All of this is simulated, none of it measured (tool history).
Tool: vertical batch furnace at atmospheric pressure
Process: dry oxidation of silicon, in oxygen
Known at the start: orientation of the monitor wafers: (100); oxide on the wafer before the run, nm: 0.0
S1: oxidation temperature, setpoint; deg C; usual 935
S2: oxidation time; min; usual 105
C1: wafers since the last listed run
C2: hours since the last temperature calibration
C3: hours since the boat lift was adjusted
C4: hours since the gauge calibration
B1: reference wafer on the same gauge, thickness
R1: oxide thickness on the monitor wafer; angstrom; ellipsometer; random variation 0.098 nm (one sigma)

run,hour,S1,S2,C1,C2,C3,C4,B1,R1
1,0,928,105,0,1336.6,4867.3,1772.1,42.73,355.3
2,97.2,928,105,654,1433.8,4964.5,1869.3,42.69,355.9
3,160.7,935,105,427,1497.3,5028,1932.8,42.68,383.4
4,225.1,935,105,433,1561.7,5092.4,1997.2,42.72,380.5
5,331.1,935,68,713,1667.7,5198.4,2103.2,42.7,282.6
6,423.7,935,68,623,1760.3,5291,2195.8,42.69,283.4
7,480.5,935,68,382,1817.1,5347.8,2252.6,42.71,284.4
8,518.7,935,105,257,1855.3,5386,2290.8,42.69,384.9
9,611,935,105,621,1947.6,5478.3,2383.1,42.7,384.7
# hour 738.4: gauge calibrated
10,930,935,105,2148,2266.6,5797.3,191.6,42.7,384
11,992.3,935,105,419,2328.9,5859.6,253.9,42.71,385
12,1041.4,935,105,330,2378,5908.7,303,42.7,384.2
13,1317.1,935,105,1856,2653.7,6184.4,578.7,42.72,385
14,1371.5,960,157,366,2708.1,6238.8,633.1,42.7,663.6
15,1453.5,952,72.5,552,2790.1,6320.8,715.1,42.69,356.9
# hour 1572: thermocouples replaced and temperature profile calibrated
16,1572.5,935,80,639,0.5,6439.8,834.1,42.7,313.3
17,1641.5,911,125.5,464,69.5,6508.8,903.1,42.71,333.5
18,1708.2,935,105,449,136.2,6575.5,969.8,42.69,377
# hour 1741.3: boat lift adjusted
19,1811.6,911,125.5,534,239.6,70.3,1073.2,42.69,343.7
20,2070.1,922,105,1740,498.1,328.8,1331.7,42.7,338
21,2174.9,956,137,705,602.9,433.6,1436.5,42.7,584.8
22,2251.8,935,105,517,679.8,510.5,1513.4,42.71,388.6
23,2327.2,912,92,507,755.2,585.9,1588.8,42.7,278.9
24,2372.3,958,59,303,800.3,631,1633.9,42.71,332.7

Hidden state at the last listed run before each entry between runs and at the first one after, where it differs:
Between runs 9 and 10: gauge calibrated (hour 738.4)
  true tube temperature minus thermocouple reading, K: 0.951 -> 1.26; monitor wafer colder than the profiled boat position, K: 2.27 -> 2.4
  measured less the result without the state, R1: -5.4 -> -4.7 angstrom
Between runs 15 and 16: thermocouples replaced and temperature profile calibrated (hour 1572)
  true tube temperature minus thermocouple reading, K: 1.85 -> 0.00894; monitor wafer colder than the profiled boat position, K: 2.62 -> 2.67
  measured less the result without the state, R1: -2.9 -> -8.6 angstrom
Between runs 18 and 19: boat lift adjusted (hour 1741.3)
  true tube temperature minus thermocouple reading, K: 0.0131 -> 0.0219; monitor wafer colder than the profiled boat position, K: 2.73 -> 0.0294
  measured less the result without the state, R1: -10.9 -> +0 angstrom
